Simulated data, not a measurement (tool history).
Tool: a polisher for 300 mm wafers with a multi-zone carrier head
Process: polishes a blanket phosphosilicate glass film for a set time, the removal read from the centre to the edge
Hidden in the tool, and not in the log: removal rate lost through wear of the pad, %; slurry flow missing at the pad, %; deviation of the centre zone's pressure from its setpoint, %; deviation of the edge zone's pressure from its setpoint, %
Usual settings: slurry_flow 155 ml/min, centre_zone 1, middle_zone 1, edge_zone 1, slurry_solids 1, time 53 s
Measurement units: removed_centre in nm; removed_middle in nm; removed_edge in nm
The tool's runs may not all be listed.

run	hour	slurry_flow	centre_zone	middle_zone	edge_zone	slurry_solids	time	wafers since the last listed run	wafers polished on this pad	hours since the slurry nozzle was cleaned	hours since the centre zone pressure was calibrated	hours since the edge zone pressure was calibrated	hours since the carrier head's membrane was replaced	incoming thickness of the incoming film, nm	removed_centre	removed_middle	removed_edge
1	0	155	1	1	1	1	53	0	2155	430.5	122	439.8	206.9	3071.8	529.7	525.8	542
# hour 37.3: edge zone pressure recalibrated
2	37.8	155	1	1	1	1	53	513	2669	468.3	159.8	0.5	244.7	3065.9	523.8	522.7	533.6
3	115.3	155	1	1	1	1	53	1111	3781	545.8	237.3	78	322.2	3083.2	515.6	515.7	528
# hour 136.8: slurry nozzle cleaned
# hour 210: worn pad replaced by a new one
4	245.9	155	1.07	1	1	1	53	1801	515	109.1	367.9	208.6	452.8	3089	611.8	553.2	569.2
5	353.3	155	1.07	1	1	1	53	1540	2056	216.5	475.3	316	560.2	3075.5	576.4	530.3	537.1
# hour 363: carrier head's membrane replaced by a new one
6	436.5	155	1.07	1	1	1	53	1121	3178	299.7	558.5	399.2	73.5	3119.3	558.9	519.5	531.4
# hour 502.6: edge zone pressure recalibrated
7	509.1	195	1	1	0.93	1	53	1012	4190	372.3	631.1	6.5	146.1	3143.9	543	529.8	517.3
# hour 589.6: worn pad replaced by a new one
# hour 756.4: slurry nozzle cleaned
8	819.1	195	1	1	0.93	1	53	4375	3277	62.7	941.1	316.5	456.1	3079.4	551.7	541.4	509
9	886.3	195	1	1	0.93	1	53	964	4241	129.9	1008.3	383.7	523.3	3085.2	534.2	534.4	507.9
# hour 905.7: carrier head's membrane replaced by a new one
# hour 940.5: worn pad replaced by a new one
10	958.2	155	1	1	1	1	60	902	254	201.8	1080.2	455.6	52.5	3072.9	654.5	657	646.7
11	999.9	155	1	1	1	1	53	598	852	243.5	1121.9	497.3	94.2	3058.7	553.1	564.5	566.1
# hour 1005.7: edge zone pressure recalibrated
12	1042.3	155	1.04	1	0.93	1.1	63	579	1432	285.9	1164.3	36.6	136.6	3056.4	704.5	669.8	641
13	1138.1	155	1	1.05	0.89	0.7	60	1374	2806	381.7	1260.1	132.4	232.4	3081.9	532.9	555.3	500.3
14	1210.4	155	1.07	1	1	1	53	1037	3844	454	1332.4	204.7	304.7	3079	568.7	526	530.9
15	1289.2	115	1	0.92	1	1	71	1130	4974	532.8	1411.2	283.5	383.5	3125.5	644.5	608.5	668.2
# hour 1340.2: slurry nozzle cleaned
# hour 1344.3: carrier head's membrane replaced by a new one
# hour 1365: centre zone pressure recalibrated
# hour 1372.9: worn pad replaced by a new one
16	1390.9	155	1.08	1	0.88	1	37	1299	257	50.7	25.9	385.2	46.6	3034.9	427.9	398.6	374.2
# hour 1474.2: edge zone pressure recalibrated
17	1542	155	1	1	1.04	0.9	65	2139	2396	201.8	177	67.8	197.7	3046.6	611.6	617	633.2
18	1585.7	155	1	1	1	1	53	626	3023	245.5	220.7	111.5	241.4	3138.3	516.3	518.6	516.6
19	1675.5	110	1	1	1	1	53	1288	4311	335.3	310.5	201.3	331.2	3067.2	464.1	469.7	499.7
# hour 1780.6: carrier head's membrane replaced by a new one
20	1782	140	1	1.1	1	1	53	1456	5768	441.8	417	307.8	1.4	3060.2	497.7	528.9	505
# hour 1791.7: worn pad replaced by a new one
21	1865.4	155	1	0.91	1	1	53	1139	1057	525.2	500.4	391.2	84.8	3082.3	556.8	512.2	556.3
# hour 1902.9: edge zone pressure recalibrated
22	1936.1	155	1	1	1	1	53	985	2043	595.9	571.1	33.2	155.5	3089.7	542.1	533	537

Each row is a separate what-if for the run after 22, all from the same tool condition, not one after another. Results?
A	1936.5	155	1	1	1.08	1	53	5	2048	596.3	571.5	33.6	155.9	3089.1	?	?	?
B	1936.5	155	1	1	1	1	61	5	2048	596.3	571.5	33.6	155.9	3089.1	?	?	?
C	1936.5	155	1	1.04	1	1	53	5	2048	596.3	571.5	33.6	155.9	3089.1	?	?	?

run	removed_centre	removed_middle	removed_edge
A	538.8	534.9	562.8
B	620.2	615.7	623.7
C	539	551.7	541.7
With the hidden condition removed and each run's random variation left untouched, the same runs would have given:
run	removed_centre	removed_middle	removed_edge
A	587.4	583.1	613.6
B	676.1	671.2	680
C	587.6	601.5	590.5
